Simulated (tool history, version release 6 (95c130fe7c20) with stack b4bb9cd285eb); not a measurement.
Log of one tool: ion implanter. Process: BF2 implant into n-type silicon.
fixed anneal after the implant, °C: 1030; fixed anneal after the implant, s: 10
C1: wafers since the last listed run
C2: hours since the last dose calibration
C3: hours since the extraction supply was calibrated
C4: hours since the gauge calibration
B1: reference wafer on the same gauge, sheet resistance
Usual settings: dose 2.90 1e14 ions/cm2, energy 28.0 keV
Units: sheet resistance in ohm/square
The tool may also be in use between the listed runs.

run 1 day=0.000 | dose=2.90 energy=28.0 | C1=0 C2=1233.2 C3=3955.9 C4=824.5 | B1=307.54 | sheet_resistance=367.95
run 2 day=1.675 | dose=2.90 energy=28.0 | C1=589 C2=1273.4 C3=3996.1 C4=864.7 | B1=307.58 | sheet_resistance=367.03
run 3 day=3.288 | dose=2.90 energy=28.0 | C1=567 C2=1312.1 C3=4034.8 C4=903.4 | B1=308.33 | sheet_resistance=365.39
run 4 day=5.729 | dose=2.90 energy=28.0 | C1=858 C2=1370.7 C3=4093.4 C4=962.0 | B1=308.41 | sheet_resistance=364.33
run 5 day=8.617 | dose=2.90 energy=28.0 | C1=1015 C2=1440.0 C3=4162.7 C4=1031.3 | B1=306.90 | sheet_resistance=363.82
run 6 day=10.867 | dose=2.90 energy=28.0 | C1=791 C2=1494.0 C3=4216.7 C4=1085.3 | B1=308.36 | sheet_resistance=367.99
run 7 day=12.162 | dose=2.54 energy=28.0 | C1=455 C2=1525.1 C3=4247.8 C4=1116.4 | B1=308.34 | sheet_resistance=410.51
run 8 day=13.571 | dose=2.54 energy=28.0 | C1=495 C2=1558.9 C3=4281.6 C4=1150.2 | B1=307.46 | sheet_resistance=411.10
run 9 day=15.692 | dose=2.90 energy=28.0 | C1=746 C2=1609.8 C3=4332.5 C4=1201.1 | B1=307.18 | sheet_resistance=367.78
run 10 day=18.388 | dose=2.90 energy=28.0 | C1=948 C2=1674.5 C3=4397.2 C4=1265.8 | B1=308.38 | sheet_resistance=369.75
run 11 day=20.321 | dose=2.90 energy=28.0 | C1=680 C2=1720.9 C3=4443.6 C4=1312.2 | B1=308.32 | sheet_resistance=371.70
run 12 day=22.221 | dose=3.40 energy=28.0 | C1=668 C2=1766.5 C3=4489.2 C4=1357.8 | B1=306.78 | sheet_resistance=320.51
run 13 day=24.829 | dose=2.90 energy=22.0 | C1=917 C2=1829.1 C3=4551.8 C4=1420.4 | B1=307.31 | sheet_resistance=378.84
run 14 day=27.171 | dose=2.90 energy=22.0 | C1=823 C2=1885.3 C3=4608.0 C4=1476.6 | B1=308.51 | sheet_resistance=380.49
run 15 day=29.067 | dose=2.90 energy=22.0 | C1=666 C2=1930.8 C3=4653.5 C4=1522.1 | B1=308.14 | sheet_resistance=379.90
run 16 day=31.438 | dose=2.90 energy=28.0 | C1=833 C2=1987.7 C3=4710.4 C4=1579.0 | B1=308.37 | sheet_resistance=371.70
-- day=32.042 Faraday cup replaced and dose calibrated
run 17 day=33.325 | dose=2.90 energy=28.0 | C1=546 C2=30.8 C3=4755.7 C4=1624.3 | B1=308.34 | sheet_resistance=358.09
run 18 day=35.888 | dose=2.90 energy=28.0 | C1=901 C2=92.3 C3=4817.2 C4=1685.8 | B1=308.06 | sheet_resistance=359.35
-- day=39.417 gauge calibrated
run 19 day=44.838 | dose=2.90 energy=20.5 | C1=3148 C2=307.1 C3=5032.0 C4=130.1 | B1=308.66 | sheet_resistance=371.36
run 20 day=46.821 | dose=3.67 energy=31.0 | C1=697 C2=354.7 C3=5079.6 C4=177.7 | B1=306.76 | sheet_resistance=294.41
run 21 day=47.904 | dose=2.90 energy=28.0 | C1=381 C2=380.7 C3=5105.6 C4=203.7 | B1=307.46 | sheet_resistance=356.04
run 22 day=49.183 | dose=2.11 energy=19.0 | C1=449 C2=411.4 C3=5136.3 C4=234.4 | B1=308.18 | sheet_resistance=483.82
run 23 day=51.058 | dose=2.90 energy=22.0 | C1=659 C2=456.4 C3=5181.3 C4=279.4 | B1=309.31 | sheet_resistance=370.67
run 24 day=53.517 | dose=2.10 energy=28.0 | C1=864 C2=515.4 C3=5240.3 C4=338.4 | B1=308.15 | sheet_resistance=475.52
run 25 day=56.283 | dose=2.06 energy=28.0 | C1=973 C2=581.8 C3=5306.7 C4=404.8 | B1=307.53 | sheet_resistance=478.95
run 26 day=58.479 | dose=2.90 energy=36.5 | C1=772 C2=634.5 C3=5359.4 C4=457.5 | B1=308.50 | sheet_resistance=348.27
run 27 day=59.958 | dose=3.38 energy=35.5 | C1=520 C2=670.0 C3=5394.9 C4=493.0 | B1=307.99 | sheet_resistance=306.99
-- day=60.683 extraction supply calibrated
run 28 day=61.246 | dose=3.73 energy=35.0 | C1=335 C2=700.9 C3=13.5 C4=523.9 | B1=307.15 | sheet_resistance=279.57
run 29 day=64.171 | dose=3.59 energy=33.0 | C1=1028 C2=771.1 C3=83.7 C4=594.1 | B1=308.10 | sheet_resistance=295.64
run 30 day=66.058 | dose=3.24 energy=28.0 | C1=663 C2=816.4 C3=129.0 C4=639.4 | B1=308.53 | sheet_resistance=328.30
run 31 day=67.154 | dose=2.25 energy=21.0 | C1=385 C2=842.7 C3=155.3 C4=665.7 | B1=308.74 | sheet_resistance=463.95
run 32 day=69.717 | dose=3.50 energy=36.0 | C1=901 C2=904.2 C3=216.8 C4=727.2 | B1=306.89 | sheet_resistance=297.45
run 33 day=71.438 | dose=2.31 energy=37.5 | C1=605 C2=945.5 C3=258.1 C4=768.5 | B1=308.00 | sheet_resistance=423.12
run 34 day=73.196 | dose=2.10 energy=35.0 | C1=618 C2=987.7 C3=300.3 C4=810.7 | B1=307.19 | sheet_resistance=464.13
run 35 day=75.529 | dose=2.90 energy=28.0 | C1=820 C2=1043.7 C3=356.3 C4=866.7 | B1=308.74 | sheet_resistance=359.33
run 36 day=76.746 | dose=2.90 energy=28.0 | C1=427 C2=1072.9 C3=385.5 C4=895.9 | B1=309.31 | sheet_resistance=364.21
run 37 day=79.038 | dose=2.90 energy=28.0 | C1=806 C2=1127.9 C3=440.5 C4=950.9 | B1=308.55 | sheet_resistance=358.88
run 38 day=80.504 | dose=2.63 energy=33.5 | C1=515 C2=1163.1 C3=475.7 C4=986.1 | B1=307.33 | sheet_resistance=384.03

3 ways to go on from here, each from the tool as it stands after run 38. What would each give?
run A day=80.521 | dose=2.90 energy=28.0 | C1=5 C2=1163.5 C3=476.1 C4=986.5 | B1=? | sheet_resistance=?
run B day=80.521 | dose=2.90 energy=33.5 | C1=5 C2=1163.5 C3=476.1 C4=986.5 | B1=? | sheet_resistance=?
run C day=80.521 | dose=3.36 energy=32.5 | C1=5 C2=1163.5 C3=476.1 C4=986.5 | B1=? | sheet_resistance=?

run=A B1=308.07 sheet_resistance=362.98
run=B B1=308.07 sheet_resistance=356.58
run=C B1=308.07 sheet_resistance=315.30
Without the tool's hidden state the same runs would have given:
run=A sheet_resistance=360.33
run=B sheet_resistance=353.99
run=C sheet_resistance=312.97

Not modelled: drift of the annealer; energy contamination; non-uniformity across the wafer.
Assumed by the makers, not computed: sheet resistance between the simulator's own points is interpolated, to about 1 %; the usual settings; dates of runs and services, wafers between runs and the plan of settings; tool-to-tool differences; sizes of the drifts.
